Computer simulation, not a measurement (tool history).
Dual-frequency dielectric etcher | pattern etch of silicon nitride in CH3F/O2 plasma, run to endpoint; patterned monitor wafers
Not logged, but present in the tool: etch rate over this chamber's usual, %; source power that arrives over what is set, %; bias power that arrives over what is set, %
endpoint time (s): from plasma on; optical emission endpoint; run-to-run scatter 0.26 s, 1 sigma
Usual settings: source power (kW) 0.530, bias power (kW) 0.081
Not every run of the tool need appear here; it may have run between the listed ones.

run   hour  source power (kW)  bias power (kW)  wafers since the last listed run  hours since the last wet clean  hours since the last source power generator calibration  hours since the last bias power generator calibration  hours since the last upper electrode change  incoming incoming film thickness, nm  endpoint time (s)
  1    0.0              0.530            0.095                                 0                           355.5                                                   1295.2                                                 3456.9                                       3473.2                                  77.1               78.1
  2   10.6              0.530            0.081                                87                           366.1                                                   1305.8                                                 3467.5                                       3483.8                                  77.5               81.9
  3   25.1              0.530            0.081                               119                           380.6                                                   1320.3                                                 3482.0                                       3498.3                                  77.9               82.1
  4   39.3              0.530            0.081                               117                           394.8                                                   1334.5                                                 3496.2                                       3512.5                                  76.6               81.1
  5   51.2              0.470            0.081                                98                           406.7                                                   1346.4                                                 3508.1                                       3524.4                                  77.0               84.0
  6   62.8              0.530            0.081                                95                           418.3                                                   1358.0                                                 3519.7                                       3536.0                                  77.3               81.5
  7   78.8              0.530            0.081                               132                           434.3                                                   1374.0                                                 3535.7                                       3552.0                                  77.2               81.3
  8   89.1              0.530            0.081                                85                           444.6                                                   1384.3                                                 3546.0                                       3562.3                                  77.3               81.3
  9   97.5              0.530            0.081                                69                           453.0                                                   1392.7                                                 3554.4                                       3570.7                                  77.8               81.5
 10  110.5              0.530            0.081                               107                           466.0                                                   1405.7                                                 3567.4                                       3583.7                                  77.1               81.5
 11  127.3              0.530            0.081                               138                           482.8                                                   1422.5                                                 3584.2                                       3600.5                                  77.9               81.7
 12  135.9              0.530            0.081                                71                           491.4                                                   1431.1                                                 3592.8                                       3609.1                                  77.1               81.5
 13  143.5              0.590            0.062                                62                           499.0                                                   1438.7                                                 3600.4                                       3616.7                                  76.6               84.2
     154.2  -- source power generator calibrated
     178.9  -- upper electrode replaced
     196.8  -- wet clean of the chamber
 14  197.3              0.580            0.098                                65                             0.5                                                     43.1                                                 3654.2                                         18.4                                  77.1               75.0
 15  197.6              0.530            0.081                                 2                             0.8                                                     43.4                                                 3654.5                                         18.7                                  76.5               80.4
 16  198.0              0.530            0.081                                 3                             1.2                                                     43.8                                                 3654.9                                         19.1                                  76.9               81.2
 17  200.2              0.480            0.081                                18                             3.4                                                     46.0                                                 3657.1                                         21.3                                  77.2               83.2
 18  212.3              0.470            0.098                               100                            15.5                                                     58.1                                                 3669.2                                         33.4                                  77.6               79.8
     225.5  -- bias power generator calibrated
 19  228.1              0.530            0.081                                97                            31.3                                                     73.9                                                    2.6                                         49.2                                  77.1               81.4
 20  234.1              0.530            0.095                                49                            37.3                                                     79.9                                                    8.6                                         55.2                                  76.4               77.2
 21  240.6              0.400            0.089                                53                            43.8                                                     86.4                                                   15.1                                         61.7                                  77.5               85.8
 22  283.8              0.530            0.064                               357                            87.0                                                    129.6                                                   58.3                                        104.9                                  77.4               87.0
 23  299.7              0.460            0.097                               131                           102.9                                                    145.5                                                   74.2                                        120.8                                  77.2               80.7
 24  316.8              0.490            0.090                               141                           120.0                                                    162.6                                                   91.3                                        137.9                                  77.2               80.3

Here are 5 independent what-if runs from the current tool condition. What would each one return?
  A  317.3              0.530            0.081                                 4                           120.5                                                    163.1                                                   91.8                                        138.4                                  77.6                  ?
  B  317.3              0.590            0.098                                 4                           120.5                                                    163.1                                                   91.8                                        138.4                                  77.6                  ?
  C  317.3              0.480            0.099                                 4                           120.5                                                    163.1                                                   91.8                                        138.4                                  77.6                  ?
  D  317.3              0.530            0.089                                 4                           120.5                                                    163.1                                                   91.8                                        138.4                                  77.6                  ?
  E  317.3              0.580            0.092                                 4                           120.5                                                    163.1                                                   91.8                                        138.4                                  77.6                  ?

run  endpoint time (s)
  A               81.9
  B               75.3
  C               79.2
  D               79.7
  E               77.1
Stripped of hidden state, with their random variation kept, the same runs would have yielded:
run  endpoint time (s)
  A               81.9
  B               75.3
  C               79.2
  D               79.7
  E               77.1
